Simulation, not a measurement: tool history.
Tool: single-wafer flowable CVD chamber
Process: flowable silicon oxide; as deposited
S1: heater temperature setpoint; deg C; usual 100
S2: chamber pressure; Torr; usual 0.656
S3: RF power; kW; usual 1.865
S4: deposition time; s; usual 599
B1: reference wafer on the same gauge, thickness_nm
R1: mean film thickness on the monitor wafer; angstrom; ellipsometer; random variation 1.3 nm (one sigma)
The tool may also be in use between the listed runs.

run,hour,S1,S2,S3,S4,B1,R1
1,0.0,100,0.656,1.865,572,256.797,2284.17
2,6.3,100,0.656,1.865,572,257.247,2275.57
3,17.9,100,0.556,1.865,599,257.082,2026.95
# hour 18.7: gauge calibrated
4,27.1,100,0.656,1.865,599,257.278,2380.57
5,33.3,100,0.656,1.865,599,257.476,2367.61
6,44.1,100,0.656,1.865,599,256.974,2372.19
7,59.9,100,0.656,1.865,599,257.190,2370.90
# hour 77.3: capacitance manometer re-zeroed and calibrated
# hour 83.2: thermocouple changed; heater temperature recalibrated
8,83.7,100,0.656,1.865,599,256.677,2861.12
9,84.2,100,0.656,1.865,599,257.128,2848.64
# hour 105.3: RF generator calibrated
10,105.8,100,0.656,1.865,599,257.431,2846.25
11,108.8,94,0.656,2.030,510,256.545,3120.56
12,118.5,100,0.656,1.995,599,256.821,2906.16
13,126.6,100,0.656,1.865,599,257.516,2848.01
# hour 132.6: gauge calibrated
14,142.1,100,0.656,1.865,599,256.919,2832.66

Forecast run 15:
# hour 157.8: showerhead replaced
15,158.3,107,0.571,1.605,505,?,?

Run 15 gave B1 256.966, R1 1508.85 angstrom.
Without the tool's hidden state the same run would have given R1 1571.26 angstrom.
